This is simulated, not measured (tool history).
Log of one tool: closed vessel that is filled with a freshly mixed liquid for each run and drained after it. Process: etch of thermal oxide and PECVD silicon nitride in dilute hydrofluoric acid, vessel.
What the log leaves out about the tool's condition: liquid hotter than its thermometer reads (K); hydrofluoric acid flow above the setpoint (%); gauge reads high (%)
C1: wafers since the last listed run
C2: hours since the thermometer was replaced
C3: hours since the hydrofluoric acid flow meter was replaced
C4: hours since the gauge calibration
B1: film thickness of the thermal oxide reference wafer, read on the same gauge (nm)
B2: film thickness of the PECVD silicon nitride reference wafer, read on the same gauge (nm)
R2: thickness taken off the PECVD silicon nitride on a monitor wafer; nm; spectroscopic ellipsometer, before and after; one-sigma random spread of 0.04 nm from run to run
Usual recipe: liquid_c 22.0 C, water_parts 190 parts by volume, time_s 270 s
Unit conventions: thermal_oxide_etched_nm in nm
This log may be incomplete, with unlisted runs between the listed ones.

run 1 hour=0.0 | liquid_c=22.0 water_parts=155 time_s=170 | C1=0 C2=1022.5 C3=44.2 C4=452.7 | B1=150.00 B2=149.982 | thermal_oxide_etched_nm=4.44 R2=3.546
run 2 hour=10.0 | liquid_c=22.0 water_parts=130 time_s=270 | C1=1061 C2=1032.5 C3=54.2 C4=462.7 | B1=149.96 B2=150.032 | thermal_oxide_etched_nm=8.67 R2=6.658
run 3 hour=25.1 | liquid_c=25.0 water_parts=230 time_s=145 | C1=1603 C2=1047.6 C3=69.3 C4=477.8 | B1=149.97 B2=149.986 | thermal_oxide_etched_nm=2.62 R2=2.478
run 4 hour=32.4 | liquid_c=22.0 water_parts=190 time_s=270 | C1=775 C2=1054.9 C3=76.6 C4=485.1 | B1=150.01 B2=149.984 | thermal_oxide_etched_nm=5.47 R2=4.639
run 5 hour=41.8 | liquid_c=22.0 water_parts=100 time_s=230 | C1=997 C2=1064.3 C3=86.0 C4=494.5 | B1=150.00 B2=150.004 | thermal_oxide_etched_nm=9.80 R2=7.413
run 6 hour=52.1 | liquid_c=22.0 water_parts=190 time_s=365 | C1=1093 C2=1074.6 C3=96.3 C4=504.8 | B1=149.98 B2=149.980 | thermal_oxide_etched_nm=7.39 R2=6.235
run 7 hour=64.3 | liquid_c=22.0 water_parts=190 time_s=270 | C1=1295 C2=1086.8 C3=108.5 C4=517.0 | B1=150.03 B2=150.031 | thermal_oxide_etched_nm=5.50 R2=4.616
run 8 hour=80.4 | liquid_c=20.5 water_parts=155 time_s=230 | C1=1709 C2=1102.9 C3=124.6 C4=533.1 | B1=149.94 B2=149.953 | thermal_oxide_etched_nm=5.61 R2=4.340
-- hour=89.3 thermometer replaced
run 9 hour=96.8 | liquid_c=22.0 water_parts=245 time_s=270 | C1=1634 C2=7.5 C3=141.0 C4=549.5 | B1=149.98 B2=149.990 | thermal_oxide_etched_nm=4.01 R2=3.581
run 10 hour=113.1 | liquid_c=23.5 water_parts=245 time_s=335 | C1=1730 C2=23.8 C3=157.3 C4=565.8 | B1=150.00 B2=149.988 | thermal_oxide_etched_nm=5.28 R2=4.859
run 11 hour=128.5 | liquid_c=22.0 water_parts=190 time_s=270 | C1=1634 C2=39.2 C3=172.7 C4=581.2 | B1=149.96 B2=149.983 | thermal_oxide_etched_nm=5.54 R2=4.561
-- hour=133.7 gauge calibrated
run 12 hour=139.7 | liquid_c=22.0 water_parts=285 time_s=270 | C1=1189 C2=50.4 C3=183.9 C4=6.0 | B1=149.99 B2=150.001 | thermal_oxide_etched_nm=3.35 R2=3.153
run 13 hour=146.9 | liquid_c=25.0 water_parts=190 time_s=380 | C1=764 C2=57.6 C3=191.1 C4=13.2 | B1=149.97 B2=149.993 | thermal_oxide_etched_nm=8.74 R2=7.830
run 14 hour=160.8 | liquid_c=22.0 water_parts=190 time_s=270 | C1=1475 C2=71.5 C3=205.0 C4=27.1 | B1=150.02 B2=149.964 | thermal_oxide_etched_nm=5.53 R2=4.515
run 15 hour=175.2 | liquid_c=18.5 water_parts=250 time_s=270 | C1=1528 C2=85.9 C3=219.4 C4=41.5 | B1=149.99 B2=150.033 | thermal_oxide_etched_nm=3.46 R2=2.813
run 16 hour=186.6 | liquid_c=25.0 water_parts=160 time_s=115 | C1=1210 C2=97.3 C3=230.8 C4=52.9 | B1=150.01 B2=149.945 | thermal_oxide_etched_nm=3.25 R2=2.799
run 17 hour=200.5 | liquid_c=22.0 water_parts=190 time_s=395 | C1=1475 C2=111.2 C3=244.7 C4=66.8 | B1=150.02 B2=150.002 | thermal_oxide_etched_nm=8.05 R2=6.756
run 18 hour=214.0 | liquid_c=24.0 water_parts=100 time_s=410 | C1=1433 C2=124.7 C3=258.2 C4=80.3 | B1=150.03 B2=150.003 | thermal_oxide_etched_nm=18.96 R2=15.143
run 19 hour=222.2 | liquid_c=22.0 water_parts=190 time_s=270 | C1=870 C2=132.9 C3=266.4 C4=88.5 | B1=150.00 B2=150.011 | thermal_oxide_etched_nm=5.52 R2=4.652
run 20 hour=233.8 | liquid_c=22.0 water_parts=170 time_s=270 | C1=1231 C2=144.5 C3=278.0 C4=100.1 | B1=150.05 B2=149.951 | thermal_oxide_etched_nm=6.28 R2=5.061
run 21 hour=244.5 | liquid_c=23.5 water_parts=110 time_s=335 | C1=1135 C2=155.2 C3=288.7 C4=110.8 | B1=150.00 B2=150.018 | thermal_oxide_etched_nm=13.58 R2=10.845
run 22 hour=258.9 | liquid_c=22.0 water_parts=120 time_s=270 | C1=1528 C2=169.6 C3=303.1 C4=125.2 | B1=150.00 B2=149.978 | thermal_oxide_etched_nm=9.50 R2=7.348
run 23 hour=273.7 | liquid_c=18.0 water_parts=190 time_s=200 | C1=1571 C2=184.4 C3=317.9 C4=140.0 | B1=149.99 B2=150.000 | thermal_oxide_etched_nm=3.50 R2=2.623
run 24 hour=320.9 | liquid_c=27.0 water_parts=190 time_s=270 | C1=5011 C2=231.6 C3=365.1 C4=187.2 | B1=149.97 B2=150.025 | thermal_oxide_etched_nm=6.63 R2=6.412
run 25 hour=327.3 | liquid_c=24.0 water_parts=135 time_s=120 | C1=679 C2=238.0 C3=371.5 C4=193.6 | B1=149.97 B2=149.985 | thermal_oxide_etched_nm=3.95 R2=3.276

Entry by entry between the runs, the difference in hidden state between the last listed run before and the first listed run after:
Logged between run 8 and run 9: thermometer replaced (hour 89.3)
  the hidden state is the same at both runs
Logged between run 11 and run 12: gauge calibrated (hour 133.7)
  the hidden state is the same at both runs
